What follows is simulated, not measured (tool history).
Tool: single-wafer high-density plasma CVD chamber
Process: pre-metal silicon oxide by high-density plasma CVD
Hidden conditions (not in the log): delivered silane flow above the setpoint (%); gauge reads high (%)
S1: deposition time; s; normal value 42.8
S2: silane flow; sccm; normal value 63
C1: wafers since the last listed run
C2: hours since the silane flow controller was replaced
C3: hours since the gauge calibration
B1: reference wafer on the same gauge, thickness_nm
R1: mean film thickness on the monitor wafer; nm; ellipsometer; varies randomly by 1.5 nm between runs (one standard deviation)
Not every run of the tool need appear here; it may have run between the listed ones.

{"run": 1, "day": 0.0, "S1": 42.8, "S2": 55, "C1": 0, "C2": 419.5, "C3": 516, "B1": 359.304, "R1": 269.792}
{"run": 2, "day": 3.521, "S1": 42.8, "S2": 55, "C1": 2327, "C2": 504, "C3": 600.5, "B1": 359.377, "R1": 268.643}
{"run": 3, "day": 5.4, "S1": 42.8, "S2": 55, "C1": 1242, "C2": 549.1, "C3": 645.6, "B1": 359.195, "R1": 270.417}
{"run": 4, "day": 8.288, "S1": 42.8, "S2": 63, "C1": 1908, "C2": 618.4, "C3": 714.9, "B1": 359.099, "R1": 300.746}
{"run": 5, "day": 12.396, "S1": 42.8, "S2": 63, "C1": 2715, "C2": 717, "C3": 813.5, "B1": 358.951, "R1": 300.049}
{"run": 6, "day": 15.042, "S1": 42.8, "S2": 63, "C1": 1748, "C2": 780.5, "C3": 877, "B1": 359.165, "R1": 304.026}
{"run": 7, "day": 18.329, "S1": 42.8, "S2": 63, "C1": 2172, "C2": 859.4, "C3": 955.9, "B1": 358.598, "R1": 300.591}
{"run": 8, "day": 21.525, "S1": 46.6, "S2": 63, "C1": 2112, "C2": 936.1, "C3": 1032.6, "B1": 359.364, "R1": 328.254}
{"run": 9, "day": 23.604, "S1": 46.6, "S2": 63, "C1": 1374, "C2": 986, "C3": 1082.5, "B1": 358.752, "R1": 330.708}
{"run": 10, "day": 27.367, "S1": 46.6, "S2": 63, "C1": 2486, "C2": 1076.3, "C3": 1172.8, "B1": 359.046, "R1": 332.256}
{"run": 11, "day": 29.921, "S1": 42.8, "S2": 63, "C1": 1688, "C2": 1137.6, "C3": 1234.1, "B1": 358.893, "R1": 302.996}
{"run": 12, "day": 34.233, "S1": 42.8, "S2": 63, "C1": 2850, "C2": 1241.1, "C3": 1337.6, "B1": 359.199, "R1": 301.162}
{"run": 13, "day": 35.925, "S1": 45.8, "S2": 63, "C1": 1118, "C2": 1281.7, "C3": 1378.2, "B1": 359.161, "R1": 327.29}
{"run": 14, "day": 38.442, "S1": 45.8, "S2": 63, "C1": 1663, "C2": 1342.1, "C3": 1438.6, "B1": 359.121, "R1": 325.133}
{"run": 15, "day": 41.254, "S1": 45.8, "S2": 63, "C1": 1858, "C2": 1409.6, "C3": 1506.1, "B1": 359.18, "R1": 324.756}
{"run": 16, "day": 44.283, "S1": 42.8, "S2": 71, "C1": 2002, "C2": 1482.3, "C3": 1578.8, "B1": 359.041, "R1": 333.484}
{"run": 17, "day": 54.204, "S1": 42.8, "S2": 63, "C1": 6557, "C2": 1720.4, "C3": 1816.9, "B1": 358.963, "R1": 307.139}
{"run": 18, "day": 55.867, "S1": 42.8, "S2": 63, "C1": 1098, "C2": 1760.3, "C3": 1856.8, "B1": 359.116, "R1": 305.395}
{"run": 19, "day": 58.388, "S1": 42.8, "S2": 63, "C1": 1666, "C2": 1820.8, "C3": 1917.3, "B1": 358.949, "R1": 308.044}
{"run": 20, "day": 62.729, "S1": 42.8, "S2": 63, "C1": 2869, "C2": 1925, "C3": 2021.5, "B1": 359.019, "R1": 304.02}
{"run": 21, "day": 67.125, "S1": 42.8, "S2": 63, "C1": 2905, "C2": 2030.5, "C3": 2127, "B1": 359.145, "R1": 308.17}
{"run": 22, "day": 70.338, "S1": 35.5, "S2": 74, "C1": 2123, "C2": 2107.6, "C3": 2204.1, "B1": 359.124, "R1": 289.891}
{"run": 23, "day": 74.071, "S1": 42.8, "S2": 56, "C1": 2467, "C2": 2197.2, "C3": 2293.7, "B1": 358.84, "R1": 278.198}
{"run": 24, "day": 75.929, "S1": 45.2, "S2": 63, "C1": 1228, "C2": 2241.8, "C3": 2338.3, "B1": 358.933, "R1": 322.435}
{"run": 25, "day": 80.062, "S1": 38.8, "S2": 63, "C1": 2732, "C2": 2341, "C3": 2437.5, "B1": 359.091, "R1": 278.915}
{"day": 83.429, "done": "silane flow controller replaced"}
{"run": 26, "day": 83.712, "S1": 39.8, "S2": 53, "C1": 2192, "C2": 6.8, "C3": 2525.1, "B1": 359.072, "R1": 242.78}
{"run": 27, "day": 85.358, "S1": 42.8, "S2": 63, "C1": 1087, "C2": 46.3, "C3": 2564.6, "B1": 358.612, "R1": 300.859}
{"run": 28, "day": 89.779, "S1": 42.8, "S2": 63, "C1": 2922, "C2": 152.4, "C3": 2670.7, "B1": 359.013, "R1": 301.491}
{"run": 29, "day": 92.7, "S1": 42.8, "S2": 63, "C1": 1930, "C2": 222.5, "C3": 2740.8, "B1": 359.151, "R1": 300.314}
{"run": 30, "day": 94.779, "S1": 50.3, "S2": 54, "C1": 1374, "C2": 272.4, "C3": 2790.7, "B1": 359.342, "R1": 313.136}
{"run": 31, "day": 96.496, "S1": 49.2, "S2": 56, "C1": 1134, "C2": 313.6, "C3": 2831.9, "B1": 359.061, "R1": 313.631}
{"run": 32, "day": 99.925, "S1": 48, "S2": 69, "C1": 2266, "C2": 395.9, "C3": 2914.2, "B1": 359.095, "R1": 364.385}
{"run": 33, "day": 102.05, "S1": 45.5, "S2": 56, "C1": 1404, "C2": 446.9, "C3": 2965.2, "B1": 359.002, "R1": 291.046}
{"day": 104.342, "done": "gauge calibrated"}
{"run": 34, "day": 105.912, "S1": 45.3, "S2": 63, "C1": 2552, "C2": 539.6, "C3": 37.7, "B1": 358.938, "R1": 317.882}
{"run": 35, "day": 107.412, "S1": 42.8, "S2": 55, "C1": 991, "C2": 575.6, "C3": 73.7, "B1": 358.927, "R1": 270.174}
{"run": 36, "day": 108.979, "S1": 42.8, "S2": 63, "C1": 1035, "C2": 613.2, "C3": 111.3, "B1": 359.33, "R1": 300.562}
{"run": 37, "day": 112.325, "S1": 35.5, "S2": 74, "C1": 2211, "C2": 693.5, "C3": 191.6, "B1": 359.536, "R1": 287.545}
{"run": 38, "day": 116.804, "S1": 42.8, "S2": 55, "C1": 2960, "C2": 801, "C3": 299.1, "B1": 359.022, "R1": 272.085}
{"run": 39, "day": 120.892, "S1": 45, "S2": 60, "C1": 2701, "C2": 899.1, "C3": 397.2, "B1": 358.559, "R1": 303.438}
{"run": 40, "day": 123.229, "S1": 46.1, "S2": 73, "C1": 1545, "C2": 955.2, "C3": 453.3, "B1": 358.844, "R1": 368.711}
{"run": 41, "day": 125.217, "S1": 37.1, "S2": 73, "C1": 1313, "C2": 1002.9, "C3": 501, "B1": 358.973, "R1": 297.184}
{"run": 42, "day": 128.138, "S1": 42.8, "S2": 63, "C1": 1930, "C2": 1073, "C3": 571.1, "B1": 359.026, "R1": 301.79}
{"run": 43, "day": 131.233, "S1": 37.7, "S2": 57, "C1": 2046, "C2": 1147.3, "C3": 645.4, "B1": 359.216, "R1": 245.918}

Entry by entry between the runs, the difference in hidden state between the last listed run before and the first listed run after:
Runs 25 to 26: silane flow controller replaced (day 83.429)
  delivered silane flow above the setpoint (%): 3.38 -> -0.179
  measured less the result without the state, R1: +7.554 -> -0.359 nm
Runs 33 to 34: gauge calibrated (day 104.342)
  delivered silane flow above the setpoint (%): 0.504 -> 0.647
  measured less the result without the state, R1: +1.204 -> +1.688 nm
